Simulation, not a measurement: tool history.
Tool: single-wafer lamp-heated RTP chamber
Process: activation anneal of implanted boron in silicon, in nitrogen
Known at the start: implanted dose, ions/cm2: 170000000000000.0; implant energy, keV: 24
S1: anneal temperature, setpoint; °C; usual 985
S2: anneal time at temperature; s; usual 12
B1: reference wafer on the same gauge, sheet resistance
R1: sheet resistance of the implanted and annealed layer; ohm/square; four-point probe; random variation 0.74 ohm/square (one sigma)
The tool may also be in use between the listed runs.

run,hour,S1,S2,B1,R1
1,0.0,971,12,488.77,493.61
2,22.0,971,12,488.93,492.93
3,57.1,971,12,489.16,493.37
4,86.3,985,12,488.82,485.75
5,100.4,985,12,488.95,485.38
6,122.5,985,12,488.84,484.12
7,138.6,985,12,489.29,484.40
8,166.7,985,12,489.35,484.55
9,199.4,985,12,488.82,485.21
10,211.6,985,12,488.89,485.55
11,238.3,977,12,489.05,485.57
12,261.7,977,12,488.99,486.18
# hour 286.3: pyrometer window cleaned and pyrometer calibrated
13,286.7,985,15,489.09,486.14
# hour 293.2: gauge calibrated
14,299.2,1012,12,489.09,481.83
15,317.6,1011,9,488.91,482.84
16,333.4,1006,6,488.81,483.29
17,362.1,1014,14,489.04,482.22
18,381.1,985,12,489.21,486.17
19,422.6,985,12,489.20,485.16
# hour 431.1: reflector plate cleaned
20,456.8,985,12,488.75,488.21
21,474.2,985,17,488.96,487.62
22,489.4,964,5,489.35,514.80
23,511.8,985,12,488.86,489.68
24,533.0,985,12,488.91,487.19
25,557.0,1010,16,489.04,481.27
26,588.3,985,6,488.65,490.52
27,617.8,985,12,488.67,487.39
28,643.6,996,14,489.26,482.73
29,676.7,973,9,488.76,494.16
30,703.9,997,7,489.15,484.43
31,718.7,994,12,489.45,484.04
32,747.3,985,14,488.88,485.61
33,759.7,997,6,488.90,483.82
34,776.0,985,12,489.24,485.98
35,801.3,985,12,489.11,484.82
36,834.4,985,12,488.90,484.88
37,851.8,971,12,488.83,490.51

Measured less the same run without the tool's hidden state. The same run-to-run variation is in both; the gauge's scatter may not be:
The hidden state here: true wafer temperature minus pyrometer reading, K; wafer temperature error from the tarnished reflector plate, K; gauge reads high (%).
run,R1
1,-9.76
2,-10.06
3,-10.60
4,-5.37
5,-5.47
6,-5.62
7,-5.74
8,-5.95
9,-6.21
10,-6.31
11,-9.82
12,-10.11
13,-3.90
14,-0.73
15,-0.91
16,-1.55
17,-0.59
18,-4.40
19,-4.51
20,-1.20
21,-1.27
22,-4.65
23,-1.96
24,-2.23
25,-0.48
26,-3.54
27,-3.31
28,-1.88
29,-7.91
30,-2.68
31,-2.79
32,-4.55
33,-3.15
34,-5.14
35,-5.40
36,-5.75
37,-12.18
